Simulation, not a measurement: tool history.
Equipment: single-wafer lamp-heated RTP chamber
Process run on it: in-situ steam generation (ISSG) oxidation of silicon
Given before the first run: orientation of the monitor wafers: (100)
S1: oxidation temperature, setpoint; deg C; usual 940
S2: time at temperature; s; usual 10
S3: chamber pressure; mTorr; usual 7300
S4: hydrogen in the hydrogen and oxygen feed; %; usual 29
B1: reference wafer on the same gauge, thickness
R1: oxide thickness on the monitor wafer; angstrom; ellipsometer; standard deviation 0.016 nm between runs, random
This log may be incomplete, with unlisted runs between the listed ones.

run,day,S1,S2,S3,S4,B1,R1
1,0,940,10,7300,29,3.26,36.85
2,1.25,940,10,7300,29,3.261,36.99
3,3.146,940,10,7300,29,3.255,37.23
4,4.417,940,10,8100,29,3.258,36.93
5,5.908,940,10,8100,29,3.259,37.33
6,7.054,940,10,7300,29,3.263,37.68
# day 7.546: pyrometer window cleaned and pyrometer calibrated
7,8.183,940,10,7300,29,3.26,36.92
8,10.35,940,10,7300,23,3.259,34.45
9,12.833,940,10,7300,23,3.265,34.76
10,15.15,940,10,7300,29,3.261,37.46
11,16.154,940,10,7300,29,3.267,37.5
12,17.454,940,10,7300,29,3.261,37.54
# day 18.096: pyrometer window cleaned and pyrometer calibrated
13,20.004,940,10,7300,29,3.258,36.97
14,22.425,940,10,7300,29,3.256,37.18
15,23.867,940,8,8300,32,3.266,35.21
16,25.796,940,10,7300,29,3.262,37.48
# day 27.896: pyrometer window cleaned and pyrometer calibrated
17,28.662,933,8,7300,25,3.257,32.31
# day 30.492: hydrogen flow controller replaced
18,30.762,940,14,6900,32,3.257,42.69
19,31.912,940,12,7300,29,3.265,39.39
20,34.433,950,10,7300,29,3.268,37.84
# day 36.108: pressure gauge zeroed
# day 36.783: pyrometer window cleaned and pyrometer calibrated
21,37.367,940,10,7300,29,3.255,36.64
22,39.033,940,8,7300,26,3.259,33.27
# day 39.775: gauge calibrated
23,40.342,940,10,7300,29,3.257,37.34
24,43.167,940,10,7300,29,3.253,37.34
25,45.054,925,8,8300,32,3.256,34.6
26,46.221,933,9,7300,29,3.265,35.91
27,47.508,940,10,7300,29,3.253,37.69
# day 47.912: pyrometer window cleaned and pyrometer calibrated
28,48.85,940,10,7300,25,3.26,35.19
29,50.821,940,10,8300,32,3.26,37.77

Predict each of these 3 candidate next runs independently; none follows another, all start after run 29:
A,50.838,958,10,7300,29,?,?
B,50.838,930,8,7300,29,?,?
C,50.838,930,7,7300,32,?,?

run,B1,R1
A,3.263,38.5
B,3.263,33.7
C,3.263,33.34
Had the tool no hidden state, the same runs would have come out as:
run,R1
A,38.41
B,33.64
C,33.28
